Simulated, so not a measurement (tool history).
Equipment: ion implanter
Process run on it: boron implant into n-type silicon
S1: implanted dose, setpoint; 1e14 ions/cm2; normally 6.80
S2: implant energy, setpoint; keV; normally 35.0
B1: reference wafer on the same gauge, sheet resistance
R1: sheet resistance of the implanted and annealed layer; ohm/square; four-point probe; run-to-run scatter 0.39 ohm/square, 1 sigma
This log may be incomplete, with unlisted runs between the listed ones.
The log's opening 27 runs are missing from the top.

| run | hour | S1 | S2 | B1 | R1 |
|---|---|---|---|---|---|
| 28 | 353.4 | 6.80 | 31.5 | 207.06 | 176.01 |
| 29 | 359.6 | 6.80 | 35.0 | 207.17 | 175.03 |
| 30 | 369.8 | 4.81 | 39.0 | 207.05 | 228.29 |
| 31 | 376.3 | 6.80 | 35.0 | 207.04 | 174.56 |
| 32 | 402.1 | 5.34 | 40.0 | 207.08 | 209.54 |
| 33 | 409.6 | 5.42 | 28.5 | 207.06 | 212.73 |
| 34 | 416.4 | 5.84 | 44.5 | 206.87 | 194.63 |
| 35 | 428.7 | 8.05 | 25.5 | 206.90 | 154.42 |
| 36 | 434.9 | 5.24 | 31.0 | 206.98 | 215.81 |

Predict each of these 5 candidate next runs independently; none follows another, all start after run 36:
| A | 435.3 | 6.80 | 35.0 | ? | ? |
| B | 435.3 | 6.80 | 44.5 | ? | ? |
| C | 435.3 | 8.52 | 42.0 | ? | ? |
| D | 435.3 | 6.19 | 35.0 | ? | ? |
| E | 435.3 | 7.95 | 39.5 | ? | ? |

| run | B1 | R1 |
|---|---|---|
| A | 207.11 | 174.10 |
| B | 207.11 | 172.14 |
| C | 207.11 | 143.77 |
| D | 207.11 | 188.04 |
| E | 207.11 | 152.35 |
What these runs would have given with no unlogged condition in the tool:
| run | R1 |
|---|---|
| A | 177.97 |
| B | 175.88 |
| C | 146.91 |
| D | 192.20 |
| E | 155.71 |

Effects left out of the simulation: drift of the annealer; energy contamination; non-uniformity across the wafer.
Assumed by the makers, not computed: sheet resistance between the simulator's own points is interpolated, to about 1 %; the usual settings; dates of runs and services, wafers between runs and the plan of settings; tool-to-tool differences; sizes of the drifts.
